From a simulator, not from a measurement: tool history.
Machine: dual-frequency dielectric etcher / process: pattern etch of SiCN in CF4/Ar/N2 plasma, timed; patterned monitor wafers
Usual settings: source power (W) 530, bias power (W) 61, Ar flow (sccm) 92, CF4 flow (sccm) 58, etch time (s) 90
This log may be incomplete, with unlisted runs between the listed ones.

| run | hour | source power (W) | bias power (W) | Ar flow (sccm) | CF4 flow (sccm) | etch time (s) | wafers since the last listed run | hours since the last wet clean | hours since the last source power generator calibration | hours since the last bias power generator calibration | hours since the last Ar flow controller change | hours since the last CF4 flow controller change | hours since the last upper electrode change | hours since the gauge calibration | read-back reference wafer on the same gauge, depth_nm | mean etch depth across the wafer (nm) |
|---|---|---|---|---|---|---|---|---|---|---|---|---|---|---|---|---|
| 1 | 0 | 530 | 61 | 92 | 58 | 90 | 0 | 483.7 | 3311.2 | 3054.7 | 1473.6 | 3865.4 | 3333.3 | 80.4 | 69.6 | 86.4 |
| 2 | 15.1 | 530 | 66 | 92 | 58 | 90 | 150 | 498.8 | 3326.3 | 3069.8 | 1488.7 | 3880.5 | 3348.4 | 95.5 | 69.6 | 88.4 |
| 3 | 24.5 | 530 | 66 | 92 | 58 | 90 | 93 | 508.2 | 3335.7 | 3079.2 | 1498.1 | 3889.9 | 3357.8 | 104.9 | 69.6 | 88.8 |
| 4 | 30.6 | 530 | 66 | 92 | 58 | 90 | 60 | 514.3 | 3341.8 | 3085.3 | 1504.2 | 3896 | 3363.9 | 111 | 69.7 | 88.7 |
| 5 | 43.1 | 530 | 68 | 92 | 58 | 90 | 124 | 526.8 | 3354.3 | 3097.8 | 1516.7 | 3908.5 | 3376.4 | 123.5 | 69.7 | 89.4 |
|  | 61.9 | gauge calibrated |
|  | 75.4 | bias power generator calibrated |
|  | 79.6 | upper electrode replaced, of another model than before |
|  | 84.4 | CF4 flow controller replaced |
|  | 93.3 | source power generator calibrated |
|  | 94.3 | Ar flow controller replaced |
|  | 98.7 | wet clean of the chamber |
| 6 | 99.2 | 530 | 68 | 92 | 58 | 90 | 334 | 0.5 | 5.9 | 23.8 | 4.9 | 14.8 | 19.6 | 37.3 | 69.6 | 83.9 |
| 7 | 99.5 | 530 | 61 | 79 | 58 | 90 | 2 | 0.8 | 6.2 | 24.1 | 5.2 | 15.1 | 19.9 | 37.6 | 69.6 | 84.3 |
| 8 | 99.9 | 530 | 61 | 79 | 58 | 90 | 3 | 1.2 | 6.6 | 24.5 | 5.6 | 15.5 | 20.3 | 38 | 69.5 | 84.6 |
| 9 | 102.9 | 570 | 53 | 79 | 58 | 90 | 29 | 4.2 | 9.6 | 27.5 | 8.6 | 18.5 | 23.3 | 41 | 69.5 | 86.1 |
| 10 | 120.7 | 530 | 61 | 107 | 58 | 90 | 177 | 22 | 27.4 | 45.3 | 26.4 | 36.3 | 41.1 | 58.8 | 69.5 | 81 |
| 11 | 129.1 | 530 | 61 | 92 | 58 | 113.5 | 83 | 30.4 | 35.8 | 53.7 | 34.8 | 44.7 | 49.5 | 67.2 | 69.6 | 104.6 |
| 12 | 140.8 | 530 | 61 | 92 | 58 | 90 | 116 | 42.1 | 47.5 | 65.4 | 46.5 | 56.4 | 61.2 | 78.9 | 69.6 | 83 |
| 13 | 158.5 | 530 | 61 | 92 | 63 | 90 | 176 | 59.8 | 65.2 | 83.1 | 64.2 | 74.1 | 78.9 | 96.6 | 69.6 | 84.6 |
| 14 | 165.1 | 490 | 61 | 92 | 58 | 90 | 65 | 66.4 | 71.8 | 89.7 | 70.8 | 80.7 | 85.5 | 103.2 | 69.5 | 79.4 |
| 15 | 173 | 530 | 61 | 92 | 58 | 90 | 78 | 74.3 | 79.7 | 97.6 | 78.7 | 88.6 | 93.4 | 111.1 | 69.7 | 83.4 |
| 16 | 180.5 | 530 | 61 | 112 | 58 | 75.5 | 74 | 81.8 | 87.2 | 105.1 | 86.2 | 96.1 | 100.9 | 118.6 | 69.6 | 67.6 |

Each row is a separate what-if for the run after 16, all from the same tool condition, not one after another. Results?
| A | 180.9 | 530 | 53 | 92 | 58 | 90 | 3 | 82.2 | 87.6 | 105.5 | 86.6 | 96.5 | 101.3 | 119 | ? | ? |
| B | 180.9 | 530 | 50 | 92 | 69 | 90 | 3 | 82.2 | 87.6 | 105.5 | 86.6 | 96.5 | 101.3 | 119 | ? | ? |
| C | 180.9 | 530 | 70 | 73 | 45 | 90 | 3 | 82.2 | 87.6 | 105.5 | 86.6 | 96.5 | 101.3 | 119 | ? | ? |
| D | 180.9 | 530 | 61 | 92 | 69 | 90 | 3 | 82.2 | 87.6 | 105.5 | 86.6 | 96.5 | 101.3 | 119 | ? | ? |

| run | read-back reference wafer on the same gauge, depth_nm | mean etch depth across the wafer (nm) |
|---|---|---|
| A | 69.6 | 81.6 |
| B | 69.6 | 84.2 |
| C | 69.6 | 82.1 |
| D | 69.6 | 86.4 |
With no hidden state in the tool, these same runs would have given:
| run | mean etch depth across the wafer (nm) |
|---|---|
| A | 81.6 |
| B | 84.3 |
| C | 82.1 |
| D | 86.4 |
